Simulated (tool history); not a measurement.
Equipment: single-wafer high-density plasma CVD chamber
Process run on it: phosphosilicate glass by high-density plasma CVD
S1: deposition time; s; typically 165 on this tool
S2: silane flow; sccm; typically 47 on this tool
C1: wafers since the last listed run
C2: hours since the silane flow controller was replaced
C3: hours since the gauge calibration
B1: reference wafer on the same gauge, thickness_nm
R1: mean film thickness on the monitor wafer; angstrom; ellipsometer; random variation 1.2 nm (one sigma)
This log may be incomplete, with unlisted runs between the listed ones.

| run | hour | S1 | S2 | C1 | C2 | C3 | B1 | R1 |
|---|---|---|---|---|---|---|---|---|
| 1 | 0 | 165 | 47 | 0 | 4085.8 | 243.6 | 897.578 | 7581.05 |
| 2 | 7.4 | 165 | 47 | 79 | 4093.2 | 251 | 897.593 | 7605.13 |
| 3 | 23.7 | 165 | 47 | 176 | 4109.5 | 267.3 | 898.207 | 7597.8 |
| 4 | 35.5 | 165 | 47 | 127 | 4121.3 | 279.1 | 898.254 | 7579.57 |
| 5 | 51.1 | 165 | 47 | 168 | 4136.9 | 294.7 | 897.671 | 7580.54 |
| 6 | 61.3 | 165 | 47 | 110 | 4147.1 | 304.9 | 897.689 | 7580.42 |
| 7 | 78.2 | 165 | 47 | 182 | 4164 | 321.8 | 897.775 | 7583.72 |
| 8 | 92.2 | 165 | 47 | 151 | 4178 | 335.8 | 897.883 | 7583.72 |
| 9 | 100.2 | 165 | 47 | 86 | 4186 | 343.8 | 898.033 | 7571.98 |
| 10 | 111.6 | 165 | 47 | 123 | 4197.4 | 355.2 | 897.61 | 7585.41 |
| 11 | 122.1 | 165 | 47 | 113 | 4207.9 | 365.7 | 897.878 | 7544.39 |
| 12 | 128.3 | 165 | 47 | 66 | 4214.1 | 371.9 | 897.901 | 7560.83 |
| 13 | 145.6 | 165 | 47 | 186 | 4231.4 | 389.2 | 897.916 | 7558.25 |
| 14 | 152.9 | 165 | 47 | 78 | 4238.7 | 396.5 | 897.742 | 7568.46 |
| 15 | 170.7 | 165 | 47 | 192 | 4256.5 | 414.3 | 898.185 | 7572.78 |
|  | 179.3 | silane flow controller replaced |
| 16 | 179.8 | 165 | 54 | 11 | 0.5 | 423.4 | 897.711 | 9161.49 |
| 17 | 206.7 | 165 | 47 | 290 | 27.4 | 450.3 | 897.967 | 8008.02 |
|  | 214.8 | gauge calibrated |
| 18 | 218.6 | 165 | 47 | 128 | 39.3 | 3.8 | 898.055 | 8000.15 |
| 19 | 228.5 | 165 | 47 | 106 | 49.2 | 13.7 | 897.932 | 7971.78 |
| 20 | 234.9 | 151 | 41 | 69 | 55.6 | 20.1 | 897.764 | 6384.53 |
| 21 | 246.1 | 165 | 45 | 121 | 66.8 | 31.3 | 897.759 | 7662.78 |
| 22 | 255.1 | 165 | 47 | 97 | 75.8 | 40.3 | 897.75 | 8014.12 |
| 23 | 269.1 | 151 | 53 | 151 | 89.8 | 54.3 | 898.233 | 8243.65 |
| 24 | 286.6 | 165 | 47 | 189 | 107.3 | 71.8 | 897.754 | 7996.1 |
| 25 | 293.6 | 156 | 55 | 75 | 114.3 | 78.8 | 897.919 | 8836.64 |
| 26 | 301.2 | 154 | 55 | 82 | 121.9 | 86.4 | 898.405 | 8734.24 |
| 27 | 318.8 | 165 | 47 | 190 | 139.5 | 104 | 898.384 | 7983.27 |
| 28 | 336.8 | 173 | 54 | 194 | 157.5 | 122 | 897.829 | 9651.4 |
| 29 | 346.3 | 165 | 47 | 102 | 167 | 131.5 | 897.979 | 8012.93 |
| 30 | 361.7 | 173 | 54 | 166 | 182.4 | 146.9 | 898.053 | 9651.19 |
| 31 | 371 | 165 | 52 | 100 | 191.7 | 156.2 | 898.334 | 8818.58 |
| 32 | 388.5 | 139 | 47 | 189 | 209.2 | 173.7 | 897.72 | 6724.02 |
| 33 | 403.3 | 165 | 47 | 159 | 224 | 188.5 | 898.196 | 8004.03 |
| 34 | 418.3 | 156 | 49 | 162 | 239 | 203.5 | 897.744 | 7873.57 |
| 35 | 431.6 | 154 | 54 | 143 | 252.3 | 216.8 | 897.991 | 8576.23 |
| 36 | 439 | 178 | 38 | 79 | 259.7 | 224.2 | 897.555 | 6978.25 |
| 37 | 453.1 | 187 | 56 | 152 | 273.8 | 238.3 | 897.993 | 10802.23 |
| 38 | 470.8 | 165 | 42 | 191 | 291.5 | 256 | 898.124 | 7137.69 |
| 39 | 485.1 | 165 | 47 | 154 | 305.8 | 270.3 | 897.931 | 8014.35 |
| 40 | 492.7 | 178 | 38 | 82 | 313.4 | 277.9 | 898.101 | 6992.09 |

Forecast each of these 3 alternatives for the next run:
| A | 493.1 | 165 | 49 | 4 | 313.8 | 278.3 | ? | ? |
| B | 493.1 | 176 | 50 | 4 | 313.8 | 278.3 | ? | ? |
| C | 493.1 | 135 | 41 | 4 | 313.8 | 278.3 | ? | ? |

| run | B1 | R1 |
|---|---|---|
| A | 898.559 | 8339.02 |
| B | 898.559 | 9076.49 |
| C | 898.559 | 5708.9 |
With the hidden condition removed and each run's random variation left untouched, the same runs would have given:
| run | R1 |
|---|---|
| A | 8359.81 |
| B | 9099.11 |
| C | 5723.13 |
